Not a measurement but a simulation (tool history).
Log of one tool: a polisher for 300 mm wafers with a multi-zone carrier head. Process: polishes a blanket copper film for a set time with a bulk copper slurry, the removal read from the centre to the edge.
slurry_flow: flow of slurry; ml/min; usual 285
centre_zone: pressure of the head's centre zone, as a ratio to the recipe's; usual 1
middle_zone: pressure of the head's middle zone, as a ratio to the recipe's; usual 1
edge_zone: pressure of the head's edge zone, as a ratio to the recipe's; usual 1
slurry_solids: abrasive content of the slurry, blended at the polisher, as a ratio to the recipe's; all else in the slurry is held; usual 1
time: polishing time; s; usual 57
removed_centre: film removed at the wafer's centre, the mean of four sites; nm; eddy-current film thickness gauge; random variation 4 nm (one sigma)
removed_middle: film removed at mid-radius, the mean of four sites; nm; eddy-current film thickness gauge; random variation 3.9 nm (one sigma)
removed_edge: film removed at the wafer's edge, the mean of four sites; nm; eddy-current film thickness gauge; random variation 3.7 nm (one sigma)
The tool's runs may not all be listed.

run,hour,slurry_flow,centre_zone,middle_zone,edge_zone,slurry_solids,time,wafers since the last listed run,wafers polished on this pad,hours since the slurry nozzle was cleaned,hours since the centre zone pressure was calibrated,hours since the edge zone pressure was calibrated,hours since the carrier head's membrane was replaced,"incoming thickness of the incoming film, nm",removed_centre,removed_middle,removed_edge
1,0,285,1,1,1,1,57,0,619,471.6,1304.6,602.8,1728.2,2376,373.1,337.4,331.1
2,41.9,285,1,1,1,1,57,541,1160,513.5,1346.5,644.7,1770.1,2360.8,371.4,333.5,326.6
3,54.6,285,1,1,1,1,57,164,1324,526.2,1359.2,657.4,1782.8,2361.9,370.3,331.3,321.2
# hour 68.5: worn pad replaced by a new one
4,69.4,285,1,1,1,1,57,139,10,541,1374,672.2,1797.6,2331.9,418.1,381.4,362.8
# hour 89.2: centre zone pressure recalibrated
5,101.9,285,1,1,1,1,57,393,404,573.5,12.7,704.7,1830.1,2405.6,352.3,354.4,341.9
6,134.2,285,1,1,1,1,57,417,822,605.8,45,737,1862.4,2355.4,333.7,342.1,332.1
7,148.4,285,1,1,1,1,57,183,1005,620,59.2,751.2,1876.6,2344.9,337,340.6,333.2
8,171.5,285,0.89,1,1,1,57,298,1303,643.1,82.3,774.3,1899.7,2418.4,300.9,333.9,327.9
# hour 179.9: edge zone pressure recalibrated
# hour 187.1: worn pad replaced by a new one
9,190.7,285,1,1,1,1,57,170,45,662.3,101.5,10.8,1918.9,2370.7,370.7,372.6,361.1
10,208.8,285,0.9,1,1.03,0.85,57,233,279,680.4,119.6,28.9,1937,2332.4,312.4,355.9,343.1
11,226.2,285,1.07,1,1,1,57,224,504,697.8,137,46.3,1954.4,2404.6,381,350.5,347.5
12,254.4,285,1,1,1,1,57,364,868,726,165.2,74.5,1982.6,2337,337.3,340.3,334.1
# hour 266.9: carrier head's membrane replaced by a new one
13,289.5,285,1,1,1,1,57,388,1257,761.1,200.3,109.6,22.6,2373.1,333.7,340.1,328.4
# hour 330.9: worn pad replaced by a new one
# hour 374.5: slurry nozzle cleaned
14,396.4,375,1,1,1,1,57,1316,832,21.9,307.2,216.5,129.5,2390.3,347.8,342.6,331.1
15,416.8,285,1,0.88,1.11,0.7,65,263,1096,42.3,327.6,236.9,149.9,2387.7,360.2,317.2,359.7
16,437.8,285,0.91,1,1,0.75,57,271,1367,63.3,348.6,257.9,170.9,2320,292.4,308.8,303.2
# hour 448.3: worn pad replaced by a new one
17,473.2,285,1,1,1,1,57,405,321,98.7,384,293.3,206.3,2368.8,371,358.1,356.6
18,489,370,1,1,1,1.1,57,204,525,114.5,399.8,309.1,222.1,2381.7,377,358,350

Run 19 comes next. What will it give?
19,515.2,285,0.91,1,0.96,1,57,338,863,140.7,426,335.3,248.3,2346.9,?,?,?

Run 19 gave removed_centre 318.9 nm, removed_middle 344 nm, removed_edge 331.1 nm.
Without the tool's hidden state the same run would have given removed_centre 344.5 nm, removed_middle 381.6 nm, removed_edge 367.3 nm.
